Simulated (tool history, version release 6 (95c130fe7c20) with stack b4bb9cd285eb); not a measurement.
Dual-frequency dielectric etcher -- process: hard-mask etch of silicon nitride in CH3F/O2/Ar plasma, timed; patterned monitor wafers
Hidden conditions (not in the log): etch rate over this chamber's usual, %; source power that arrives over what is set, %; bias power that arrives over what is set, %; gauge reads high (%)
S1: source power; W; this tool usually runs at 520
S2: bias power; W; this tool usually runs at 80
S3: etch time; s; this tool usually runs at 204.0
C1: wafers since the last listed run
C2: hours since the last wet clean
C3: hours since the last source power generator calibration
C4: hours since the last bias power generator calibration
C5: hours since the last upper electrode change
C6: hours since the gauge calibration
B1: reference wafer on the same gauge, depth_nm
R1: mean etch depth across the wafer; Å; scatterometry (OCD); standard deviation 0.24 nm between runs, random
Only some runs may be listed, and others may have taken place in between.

| run | hour | S1 | S2 | S3 | C1 | C2 | C3 | C4 | C5 | C6 | B1 | R1 |
|---|---|---|---|---|---|---|---|---|---|---|---|---|
| 1 | 0.0 | 470 | 80 | 204.0 | 0 | 235.8 | 2086.5 | 3552.4 | 3000.0 | 4.2 | 167.0 | 1584 |
| 2 | 12.9 | 520 | 80 | 204.0 | 81 | 248.7 | 2099.4 | 3565.3 | 3012.9 | 17.1 | 167.1 | 1655 |
| 3 | 27.8 | 520 | 80 | 204.0 | 94 | 263.6 | 2114.3 | 3580.2 | 3027.8 | 32.0 | 166.9 | 1658 |
| 4 | 48.7 | 600 | 80 | 159.0 | 132 | 284.5 | 2135.2 | 3601.1 | 3048.7 | 52.9 | 167.1 | 1371 |
| 5 | 76.8 | 600 | 80 | 159.0 | 178 | 312.6 | 2163.3 | 3629.2 | 3076.8 | 81.0 | 167.0 | 1372 |
| 6 | 108.4 | 600 | 80 | 159.0 | 200 | 344.2 | 2194.9 | 3660.8 | 3108.4 | 112.6 | 166.9 | 1376 |
| 7 | 128.3 | 520 | 80 | 204.0 | 126 | 364.1 | 2214.8 | 3680.7 | 3128.3 | 132.5 | 167.1 | 1656 |
|  | 203.2 | wet clean of the chamber |
| 8 | 203.7 | 520 | 80 | 204.0 | 325 | 0.5 | 2290.2 | 3756.1 | 3203.7 | 207.9 | 166.9 | 1670 |
| 9 | 221.8 | 520 | 80 | 204.0 | 114 | 18.6 | 2308.3 | 3774.2 | 3221.8 | 226.0 | 166.9 | 1667 |
| 10 | 234.2 | 520 | 80 | 226.0 | 78 | 31.0 | 2320.7 | 3786.6 | 3234.2 | 238.4 | 166.9 | 1852 |
| 11 | 247.1 | 520 | 80 | 204.0 | 81 | 43.9 | 2333.6 | 3799.5 | 3247.1 | 251.3 | 167.0 | 1670 |
| 12 | 271.0 | 520 | 80 | 226.0 | 151 | 67.8 | 2357.5 | 3823.4 | 3271.0 | 275.2 | 167.0 | 1852 |
| 13 | 298.1 | 460 | 80 | 255.5 | 171 | 94.9 | 2384.6 | 3850.5 | 3298.1 | 302.3 | 167.0 | 1981 |
| 14 | 331.5 | 620 | 72 | 204.0 | 211 | 128.3 | 2418.0 | 3883.9 | 3331.5 | 335.7 | 167.0 | 1735 |
|  | 371.6 | gauge calibrated |
| 15 | 378.1 | 520 | 67 | 161.5 | 295 | 174.9 | 2464.6 | 3930.5 | 3378.1 | 6.5 | 167.0 | 1238 |
|  | 407.0 | source power generator calibrated |
| 16 | 409.0 | 630 | 86 | 178.0 | 170 | 205.8 | 2.0 | 3961.4 | 3409.0 | 37.4 | 167.0 | 1581 |
|  | 494.0 | upper electrode replaced |
|  | 504.0 | bias power generator calibrated |
| 17 | 504.5 | 470 | 94 | 204.0 | 427 | 301.3 | 97.5 | 0.5 | 10.5 | 132.9 | 167.0 | 1643 |
|  | 544.4 | wet clean of the chamber |
| 18 | 544.9 | 520 | 66 | 204.0 | 103 | 0.5 | 137.9 | 40.9 | 50.9 | 173.3 | 167.0 | 1526 |
| 19 | 565.2 | 520 | 80 | 226.0 | 128 | 20.8 | 158.2 | 61.2 | 71.2 | 193.6 | 167.1 | 1805 |
| 20 | 584.8 | 520 | 80 | 204.0 | 124 | 40.4 | 177.8 | 80.8 | 90.8 | 213.2 | 167.0 | 1633 |
| 21 | 610.0 | 520 | 80 | 262.0 | 159 | 65.6 | 203.0 | 106.0 | 116.0 | 238.4 | 167.0 | 2096 |
| 22 | 622.6 | 520 | 80 | 178.0 | 79 | 78.2 | 215.6 | 118.6 | 128.6 | 251.0 | 167.0 | 1424 |
| 23 | 657.3 | 520 | 80 | 221.0 | 219 | 112.9 | 250.3 | 153.3 | 163.3 | 285.7 | 167.0 | 1763 |

Describe how what the log doesn't record of the tool's condition differs between the last listed run preceding each entry between runs and the first listed run following it.
In the gap between runs 7 and 8: wet clean of the chamber (hour 203.2)
  etch rate over this chamber's usual, %: -0.868 -> 0.0521; source power that arrives over what is set, %: 4.88 -> 5.17
  measured minus no-state result, R1: +20 -> +38 Å
In the gap between runs 14 and 15: gauge calibrated (hour 371.6)
  etch rate over this chamber's usual, %: -0.262 -> -0.377; source power that arrives over what is set, %: 5.69 -> 5.89
  measured minus no-state result, R1: +37 -> +27 Å
In the gap between runs 15 and 16: source power generator calibrated (hour 407.0)
  etch rate over this chamber's usual, %: -0.377 -> -0.453; source power that arrives over what is set, %: 5.89 -> -0.0564
  measured minus no-state result, R1: +27 -> -8 Å
In the gap between runs 16 and 17: upper electrode replaced (hour 494.0); bias power generator calibrated (hour 504.0)
  etch rate over this chamber's usual, %: -0.453 -> -0.688; source power that arrives over what is set, %: -0.0564 -> -0.0482
  measured minus no-state result, R1: -8 -> -12 Å
In the gap between runs 17 and 18: wet clean of the chamber (hour 544.4)
  etch rate over this chamber's usual, %: -0.688 -> 0.0658; source power that arrives over what is set, %: -0.0482 -> -0.04
  measured minus no-state result, R1: -12 -> +0 Å
